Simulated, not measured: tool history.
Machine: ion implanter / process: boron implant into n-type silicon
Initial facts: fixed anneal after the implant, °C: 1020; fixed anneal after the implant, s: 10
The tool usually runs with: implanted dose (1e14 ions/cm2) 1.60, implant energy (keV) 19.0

run	day	implanted dose (1e14 ions/cm2)	implant energy (keV)	wafers since the last listed run	hours since the last dose calibration	hours since the extraction supply was calibrated	hours since the gauge calibration	read-back reference wafer on the same gauge, sheet resistance	sheet resistance of the implanted and annealed layer (ohm/square)
1	0.000	1.60	19.0	0	748.9	2100.9	805.4	559.99	525.94
2	4.012	1.60	13.5	1907	845.2	2197.2	901.7	560.18	552.30
3	6.121	1.60	19.0	1002	895.8	2247.8	952.3	559.43	529.05
4	10.217	1.60	19.0	1946	994.1	2346.1	1050.6	559.99	530.69
# day 10.658: Faraday cup replaced and dose calibrated
5	13.629	1.60	19.0	1463	71.3	2428.0	1132.5	560.27	525.83
6	16.717	1.29	19.0	1467	145.4	2502.1	1206.6	560.15	628.73
7	19.767	1.29	19.0	1449	218.6	2575.3	1279.8	560.43	628.40
8	21.621	1.29	19.0	881	263.1	2619.8	1324.3	560.10	627.58
9	24.329	1.60	19.0	1287	328.1	2684.8	1389.3	559.58	528.38
10	27.067	1.60	19.0	1301	393.8	2750.5	1455.0	560.62	529.48
11	30.183	1.60	19.0	1481	468.6	2825.3	1529.8	560.33	529.02
12	32.558	1.60	15.0	1128	525.6	2882.3	1586.8	559.44	547.87
13	35.692	1.60	15.0	1489	600.8	2957.5	1662.0	559.86	548.49
14	38.592	1.93	19.0	1378	670.4	3027.1	1731.6	560.00	457.59
15	42.133	1.93	19.0	1683	755.4	3112.1	1816.6	560.13	454.72
16	45.729	1.70	19.0	1709	841.7	3198.4	1902.9	559.91	504.00
17	48.429	1.81	13.5	1283	906.5	3263.2	1967.7	559.86	500.35
18	50.042	1.76	25.0	766	945.2	3301.9	2006.4	559.73	471.19
19	53.038	1.35	16.5	1423	1017.1	3373.8	2078.3	559.51	617.21
# day 53.600: Faraday cup replaced and dose calibrated
20	56.542	1.77	25.0	1507	70.6	3457.9	2162.4	559.98	466.67
21	59.538	1.60	19.0	1423	142.5	3529.8	2234.3	560.12	528.09
# day 60.454: gauge calibrated
22	62.417	1.60	19.0	1368	211.6	3598.9	47.1	559.82	529.06
23	66.112	1.99	16.5	1756	300.3	3687.6	135.8	560.12	451.27
24	67.654	1.82	21.5	732	337.3	3724.6	172.8	560.36	470.57
25	70.488	1.60	19.0	1346	405.3	3792.6	240.8	560.48	530.05
# day 71.933: extraction supply calibrated
26	74.925	1.22	21.0	1950	511.8	71.8	347.3	560.12	646.96
27	76.671	1.92	14.5	829	553.7	113.7	389.2	560.16	473.20
28	81.162	1.60	19.0	2134	661.5	221.5	497.0	559.94	528.33
29	83.692	2.03	25.0	1202	722.2	282.2	557.7	559.69	420.84
30	85.838	1.33	15.5	1019	773.7	333.7	609.2	559.85	630.80
31	87.971	1.96	12.5	1014	824.9	384.9	660.4	559.93	473.73
32	92.312	1.92	25.5	2063	929.1	489.1	764.6	559.68	442.41
# day 95.612: Faraday cup replaced and dose calibrated
33	95.633	2.04	25.5	1420	0.5	568.8	844.3	560.20	418.91
34	99.150	1.79	14.5	1671	84.9	653.2	928.7	560.57	500.35
35	102.496	1.42	14.0	1590	165.2	733.5	1009.0	560.16	606.10
36	105.950	1.20	14.0	1641	248.1	816.4	1091.9	559.69	695.60

Take each entry between the runs: how does the hidden state at the last listed run before it differ from the hidden state at the first listed run after it?
Runs 4 to 5: Faraday cup replaced and dose calibrated (day 10.658)
  no difference in the tool's unlogged condition between these two runs
Runs 19 to 20: Faraday cup replaced and dose calibrated (day 53.600)
  no difference in the tool's unlogged condition between these two runs
Runs 21 to 22: gauge calibrated (day 60.454)
  no difference in the tool's unlogged condition between these two runs
Runs 25 to 26: extraction supply calibrated (day 71.933)
  no difference in the tool's unlogged condition between these two runs
Runs 32 to 33: Faraday cup replaced and dose calibrated (day 95.612)
  no difference in the tool's unlogged condition between these two runs

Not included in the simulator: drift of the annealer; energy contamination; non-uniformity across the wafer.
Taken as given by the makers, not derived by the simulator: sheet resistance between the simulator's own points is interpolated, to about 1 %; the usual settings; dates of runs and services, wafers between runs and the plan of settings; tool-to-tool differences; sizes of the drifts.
